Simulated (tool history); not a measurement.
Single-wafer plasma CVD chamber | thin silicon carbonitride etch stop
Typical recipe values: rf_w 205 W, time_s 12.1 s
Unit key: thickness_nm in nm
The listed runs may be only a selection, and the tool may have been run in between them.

| run | hour | rf_w | time_s | wafers since the last listed run | hours since the last thermocouple change | hours since the last RF generator calibration | hours since the showerhead was replaced | hours since the gauge calibration | read-back reference wafer on the same gauge, thickness_nm | thickness_nm |
|---|---|---|---|---|---|---|---|---|---|---|
| 1 | 0.0 | 205 | 12.1 | 0 | 909.9 | 1451.3 | 4847.0 | 1598.0 | 7.975 | 6.707 |
|  | 58.4 | gauge calibrated |
| 2 | 94.4 | 205 | 12.1 | 2806 | 1004.3 | 1545.7 | 4941.4 | 36.0 | 8.435 | 7.051 |
| 3 | 158.9 | 205 | 12.1 | 1917 | 1068.8 | 1610.2 | 5005.9 | 100.5 | 8.411 | 7.082 |
| 4 | 231.6 | 205 | 12.9 | 2161 | 1141.5 | 1682.9 | 5078.6 | 173.2 | 8.396 | 7.548 |
| 5 | 291.7 | 205 | 12.6 | 1786 | 1201.6 | 1743.0 | 5138.7 | 233.3 | 8.392 | 7.284 |
| 6 | 362.4 | 205 | 13.3 | 2102 | 1272.3 | 1813.7 | 5209.4 | 304.0 | 8.351 | 7.770 |
| 7 | 411.9 | 205 | 13.3 | 1471 | 1321.8 | 1863.2 | 5258.9 | 353.5 | 8.350 | 7.651 |
| 8 | 490.2 | 205 | 12.1 | 2327 | 1400.1 | 1941.5 | 5337.2 | 431.8 | 8.327 | 6.932 |
| 9 | 589.0 | 205 | 12.1 | 2937 | 1498.9 | 2040.3 | 5436.0 | 530.6 | 8.294 | 6.972 |
| 10 | 625.7 | 205 | 12.1 | 1091 | 1535.6 | 2077.0 | 5472.7 | 567.3 | 8.293 | 6.920 |
| 11 | 816.1 | 205 | 12.1 | 5660 | 1726.0 | 2267.4 | 5663.1 | 757.7 | 8.236 | 6.952 |
| 12 | 927.9 | 205 | 12.1 | 3324 | 1837.8 | 2379.2 | 5774.9 | 869.5 | 8.202 | 6.902 |
| 13 | 1026.1 | 175 | 12.1 | 2919 | 1936.0 | 2477.4 | 5873.1 | 967.7 | 8.162 | 6.625 |
|  | 1061.3 | showerhead replaced |
| 14 | 1063.0 | 175 | 12.1 | 859 | 1972.9 | 2514.3 | 1.7 | 1004.6 | 8.185 | 6.663 |
| 15 | 1127.7 | 175 | 12.1 | 1923 | 2037.6 | 2579.0 | 66.4 | 1069.3 | 8.152 | 6.600 |
| 16 | 1224.0 | 205 | 12.1 | 2863 | 2133.9 | 2675.3 | 162.7 | 1165.6 | 8.126 | 6.785 |
|  | 1281.6 | RF generator calibrated |
| 17 | 1319.3 | 175 | 14.2 | 2595 | 2229.2 | 37.7 | 258.0 | 1260.9 | 8.099 | 7.698 |
| 18 | 1382.0 | 205 | 12.1 | 1864 | 2291.9 | 100.4 | 320.7 | 1323.6 | 8.096 | 6.764 |

What will run 19 give?
| 19 | 1471.0 | 170 | 12.8 | 2646 | 2380.9 | 189.4 | 409.7 | 1412.6 | ? | ? |

{"run 19": {"read-back reference wafer on the same gauge, thickness_nm": 8.058, "thickness_nm": 6.882}}
Minus the tool's unlogged condition, the same run would have read thickness_nm 7.182 nm.
